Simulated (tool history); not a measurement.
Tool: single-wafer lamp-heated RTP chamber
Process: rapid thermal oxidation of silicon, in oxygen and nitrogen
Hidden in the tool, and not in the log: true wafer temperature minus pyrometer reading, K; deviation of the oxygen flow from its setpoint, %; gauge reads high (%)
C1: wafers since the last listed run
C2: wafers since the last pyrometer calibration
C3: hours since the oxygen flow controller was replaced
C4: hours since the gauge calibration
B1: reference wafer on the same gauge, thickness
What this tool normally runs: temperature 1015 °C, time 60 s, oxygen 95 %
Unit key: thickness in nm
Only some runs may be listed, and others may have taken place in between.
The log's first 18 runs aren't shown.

{"hour": 444.0, "done": "pyrometer window cleaned and pyrometer calibrated"}
{"run": 19, "hour": 467.7, "temperature": 1037, "time": 60, "oxygen": 95, "C1": 294, "C2": 250, "C3": 2284.1, "C4": 49.8, "B1": 7.301, "thickness": 7.566}
{"run": 20, "hour": 500.6, "temperature": 1030, "time": 60, "oxygen": 98, "C1": 346, "C2": 596, "C3": 2317, "C4": 82.7, "B1": 7.296, "thickness": 7.241}
{"run": 21, "hour": 532.4, "temperature": 1015, "time": 47, "oxygen": 98, "C1": 335, "C2": 932, "C3": 2348.8, "C4": 114.5, "B1": 7.298, "thickness": 5.837}
{"hour": 554.3, "done": "oxygen flow controller replaced"}
{"run": 22, "hour": 569.9, "temperature": 1015, "time": 60, "oxygen": 95, "C1": 310, "C2": 1243, "C3": 15.6, "C4": 152, "B1": 7.293, "thickness": 6.451}
{"run": 23, "hour": 594.2, "temperature": 1015, "time": 50, "oxygen": 95, "C1": 256, "C2": 1499, "C3": 39.9, "C4": 176.3, "B1": 7.291, "thickness": 5.963}
{"run": 24, "hour": 613.2, "temperature": 1015, "time": 60, "oxygen": 95, "C1": 200, "C2": 1699, "C3": 58.9, "C4": 195.3, "B1": 7.292, "thickness": 6.451}
{"run": 25, "hour": 632.4, "temperature": 1015, "time": 60, "oxygen": 95, "C1": 202, "C2": 1901, "C3": 78.1, "C4": 214.5, "B1": 7.284, "thickness": 6.435}
{"run": 26, "hour": 648.1, "temperature": 1002, "time": 78, "oxygen": 98, "C1": 165, "C2": 2067, "C3": 93.8, "C4": 230.2, "B1": 7.295, "thickness": 6.664}
{"run": 27, "hour": 662.1, "temperature": 989, "time": 37, "oxygen": 98, "C1": 147, "C2": 2214, "C3": 107.8, "C4": 244.2, "B1": 7.296, "thickness": 4.407}
{"run": 28, "hour": 689.9, "temperature": 993, "time": 60, "oxygen": 98, "C1": 293, "C2": 2507, "C3": 135.6, "C4": 272, "B1": 7.293, "thickness": 5.532}
{"run": 29, "hour": 717.2, "temperature": 1006, "time": 60, "oxygen": 95, "C1": 287, "C2": 2795, "C3": 162.9, "C4": 299.3, "B1": 7.28, "thickness": 6.063}
{"run": 30, "hour": 736.9, "temperature": 1015, "time": 73, "oxygen": 95, "C1": 207, "C2": 3003, "C3": 182.6, "C4": 319, "B1": 7.289, "thickness": 7.051}

Branching from run 30: 4 alternative next runs. What would each branch give?
{"run": "A", "hour": 737.4, "temperature": 1028, "time": 60, "oxygen": 95, "C1": 5, "C2": 3008, "C3": 183.1, "C4": 319.5, "B1": "?", "thickness": "?"}
{"run": "B", "hour": 737.4, "temperature": 1015, "time": 48, "oxygen": 95, "C1": 5, "C2": 3008, "C3": 183.1, "C4": 319.5, "B1": "?", "thickness": "?"}
{"run": "C", "hour": 737.4, "temperature": 1042, "time": 84, "oxygen": 98, "C1": 5, "C2": 3008, "C3": 183.1, "C4": 319.5, "B1": "?", "thickness": "?"}
{"run": "D", "hour": 737.4, "temperature": 1045, "time": 60, "oxygen": 86, "C1": 5, "C2": 3008, "C3": 183.1, "C4": 319.5, "B1": "?", "thickness": "?"}

run=A B1=7.29 thickness=7.099
run=B B1=7.29 thickness=5.867
run=C B1=7.29 thickness=9.215
run=D B1=7.29 thickness=7.716
What these runs would have given with no unlogged condition in the tool:
run=A thickness=7.056
run=B thickness=5.831
run=C thickness=9.16
run=D thickness=7.671

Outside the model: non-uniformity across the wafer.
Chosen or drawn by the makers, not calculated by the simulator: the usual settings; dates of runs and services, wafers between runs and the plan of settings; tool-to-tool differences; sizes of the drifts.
